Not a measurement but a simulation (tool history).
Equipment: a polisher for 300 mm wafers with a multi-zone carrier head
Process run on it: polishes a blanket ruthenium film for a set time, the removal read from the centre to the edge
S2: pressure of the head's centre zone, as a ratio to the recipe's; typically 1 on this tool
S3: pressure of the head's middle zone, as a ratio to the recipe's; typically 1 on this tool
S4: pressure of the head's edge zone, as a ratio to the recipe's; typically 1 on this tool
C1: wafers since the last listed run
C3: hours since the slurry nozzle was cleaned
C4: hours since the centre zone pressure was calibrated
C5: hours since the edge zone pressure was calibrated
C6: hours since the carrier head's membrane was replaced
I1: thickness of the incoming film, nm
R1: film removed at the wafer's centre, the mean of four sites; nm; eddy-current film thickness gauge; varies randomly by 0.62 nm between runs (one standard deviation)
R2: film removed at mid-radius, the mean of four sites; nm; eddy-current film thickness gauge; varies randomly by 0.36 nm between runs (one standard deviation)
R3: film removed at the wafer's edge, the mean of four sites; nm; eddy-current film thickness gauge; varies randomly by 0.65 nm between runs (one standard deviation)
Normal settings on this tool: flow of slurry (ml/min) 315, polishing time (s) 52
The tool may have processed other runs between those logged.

Run 1, day 0: usual settings but flow of slurry (ml/min) 255; C1 0; wafers polished on this pad 2787; C3 223.3; C4 51.3; C5 987.9; C6 287.3; I1 474.5. Result: R1 41.3 nm, R2 43.1 nm, R3 43.8 nm.
Run 2, day 3.142: usual settings but flow of slurry (ml/min) 255; C1 778; wafers polished on this pad 3565; C3 298.7; C4 126.7; C5 1063.3; C6 362.7; I1 477.1. Result: R1 41.6 nm, R2 43.3 nm, R3 42.2 nm.
Run 3, day 6.317: usual settings but S2 1.04, S4 1.12; C1 786; wafers polished on this pad 4352; C3 374.9; C4 202.9; C5 1139.5; C6 438.9; I1 474.2. Result: R1 44.2 nm, R2 43.8 nm, R3 45.4 nm.
Run 4, day 10.65: usual settings but S3 1.04, S4 0.9, polishing time (s) 69; C1 1074; wafers polished on this pad 5426; C3 478.9; C4 306.9; C5 1243.5; C6 542.9; I1 464.5. Result: R1 58.1 nm, R2 59.7 nm, R3 54.8 nm.
At day 13.329: worn pad replaced by a new one.
Run 5, day 14.204: usual settings but flow of slurry (ml/min) 390, S2 0.89, S4 0.9, polishing time (s) 58; C1 839; wafers polished on this pad 217; C3 564.2; C4 392.2; C5 1328.8; C6 628.2; I1 473.3. Result: R1 43.8 nm, R2 50.5 nm, R3 46.6 nm.
At day 18.671: slurry nozzle cleaned.
At day 19.267: edge zone pressure recalibrated.
Run 6, day 25.617: usual settings but polishing time (s) 65; C1 2797; wafers polished on this pad 3014; C3 166.7; C4 666.1; C5 152.4; C6 902.1; I1 467.6. Result: R1 54.9 nm, R2 54.8 nm, R3 56.1 nm.
At day 28.579: carrier head's membrane replaced by a new one.
Run 7, day 29.617: usual settings but S2 0.95, S3 0.88, polishing time (s) 66; C1 939; wafers polished on this pad 3954; C3 262.7; C4 762.1; C5 248.4; C6 24.9; I1 470.3. Result: R1 53.8 nm, R2 51.3 nm, R3 56.4 nm.
Run 8, day 32.908: usual settings but flow of slurry (ml/min) 260, S2 0.9, S3 1.05, polishing time (s) 59; C1 815; wafers polished on this pad 4770; C3 341.7; C4 841.1; C5 327.4; C6 103.9; I1 469. Result: R1 44.1 nm, R2 51.1 nm, R3 47 nm.
Run 9, day 34.492: usual settings; C1 392; wafers polished on this pad 5163; C3 379.7; C4 879.1; C5 365.4; C6 141.9; I1 469.9. Result: R1 44.4 nm, R2 43.8 nm, R3 43.1 nm.
At day 35.596: worn pad replaced by a new one.
Run 10, day 38.929: usual settings; C1 1058; wafers polished on this pad 826; C3 486.2; C4 985.6; C5 471.9; C6 248.4; I1 471.7. Result: R1 44.9 nm, R2 44 nm, R3 43.4 nm.
Run 11, day 41.108: usual settings but S4 0.91; C1 540; wafers polished on this pad 1366; C3 538.5; C4 1037.9; C5 524.2; C6 300.7; I1 475.1. Result: R1 45.6 nm, R2 43.7 nm, R3 42 nm.
At day 42.821: slurry nozzle cleaned.
At day 43.192: centre zone pressure recalibrated.
Run 12, day 45.483: usual settings but S2 0.9, S4 1.06; C1 1053; wafers polished on this pad 2420; C3 63.9; C4 55; C5 629.2; C6 405.7; I1 471.9. Result: R1 39.1 nm, R2 43.7 nm, R3 44.2 nm.
Run 13, day 49.454: usual settings but S4 0.88; C1 984; wafers polished on this pad 3404; C3 159.2; C4 150.3; C5 724.5; C6 501; I1 469.9. Result: R1 42.1 nm, R2 44.3 nm, R3 41.9 nm.
Run 14, day 52.204: usual settings but flow of slurry (ml/min) 230; C1 681; wafers polished on this pad 4085; C3 225.2; C4 216.3; C5 790.5; C6 567; I1 467.2. Result: R1 40.4 nm, R2 42.1 nm, R3 42.3 nm.
Run 15, day 54.838: usual settings but flow of slurry (ml/min) 255; C1 652; wafers polished on this pad 4738; C3 288.4; C4 279.5; C5 853.7; C6 630.2; I1 463.5. Result: R1 41.4 nm, R2 42.9 nm, R3 42 nm.
Run 16, day 58.333: usual settings but polishing time (s) 57; C1 866; wafers polished on this pad 5605; C3 372.3; C4 363.4; C5 937.6; C6 714.1; I1 468.1. Result: R1 47.6 nm, R2 47.9 nm, R3 47.7 nm.
At day 61.862: worn pad replaced by a new one.
Run 17, day 62.012: usual settings but S2 0.95, S4 1.09; C1 870; wafers polished on this pad 37; C3 460.6; C4 451.7; C5 1025.9; C6 802.4; I1 462.9. Result: R1 40.7 nm, R2 44.2 nm, R3 45.4 nm.
Run 18, day 64.908: usual settings; C1 717; wafers polished on this pad 755; C3 530.1; C4 521.2; C5 1095.4; C6 871.9; I1 464.4. Result: R1 44 nm, R2 43.8 nm, R3 44.4 nm.
Run 19, day 67.025: usual settings but S4 1.05; C1 524; wafers polished on this pad 1280; C3 580.9; C4 572; C5 1146.2; C6 922.7; I1 465.1. Result: R1 43.7 nm, R2 44.2 nm, R3 43.9 nm.
At day 67.433: slurry nozzle cleaned.
At day 68.646: carrier head's membrane replaced by a new one.
Run 20, day 70.929: usual settings but S2 0.96; C1 905; wafers polished on this pad 2185; C3 83.9; C4 665.7; C5 1239.9; C6 54.8; I1 471.8. Result: R1 42.6 nm, R2 43.6 nm, R3 44.9 nm.
At day 72.783: edge zone pressure recalibrated.
Run 21, day 73.562: usual settings; C1 632; wafers polished on this pad 2817; C3 147.1; C4 728.9; C5 18.7; C6 118; I1 475.2. Result: R1 44.4 nm, R2 44.6 nm, R3 44.4 nm.

Hidden condition of the tool, last listed run before each entry between runs versus first listed run after:
After run 4, before run 5: worn pad replaced by a new one (day 13.329)
  deviation of the centre zone's pressure from its setpoint, %: 1.24 -> 1.67
  what was measured, less what the result would be without the hidden state, R1: +0.7 -> +0.8 nm
After run 5, before run 6: slurry nozzle cleaned (day 18.671); edge zone pressure recalibrated (day 19.267)
  deviation of the centre zone's pressure from its setpoint, %: 1.67 -> 3.76
  what was measured, less what the result would be without the hidden state, R1: +0.8 -> +2 nm
After run 6, before run 7: carrier head's membrane replaced by a new one (day 28.579)
  deviation of the centre zone's pressure from its setpoint, %: 3.76 -> 4.74
  what was measured, less what the result would be without the hidden state, R1: +2 -> +2.5 nm
After run 9, before run 10: worn pad replaced by a new one (day 35.596)
  deviation of the centre zone's pressure from its setpoint, %: 6.12 -> 7.55
  what was measured, less what the result would be without the hidden state, R1: +2.6 -> +3.1 nm
After run 11, before run 12: slurry nozzle cleaned (day 42.821); centre zone pressure recalibrated (day 43.192)
  deviation of the centre zone's pressure from its setpoint, %: 8.31 -> 0.229
  what was measured, less what the result would be without the hidden state, R1: +3.5 -> +0.1 nm
After run 16, before run 17: worn pad replaced by a new one (day 61.862)
  deviation of the centre zone's pressure from its setpoint, %: 1.16 -> 1.67
  what was measured, less what the result would be without the hidden state, R1: +0.5 -> +0.7 nm
After run 19, before run 20: slurry nozzle cleaned (day 67.433); carrier head's membrane replaced by a new one (day 68.646)
  deviation of the centre zone's pressure from its setpoint, %: 2.56 -> 3.39
  what was measured, less what the result would be without the hidden state, R1: +1.1 -> +1.4 nm
After run 20, before run 21: edge zone pressure recalibrated (day 72.783)
  deviation of the centre zone's pressure from its setpoint, %: 3.39 -> 4.02
  what was measured, less what the result would be without the hidden state, R1: +1.4 -> +1.8 nm
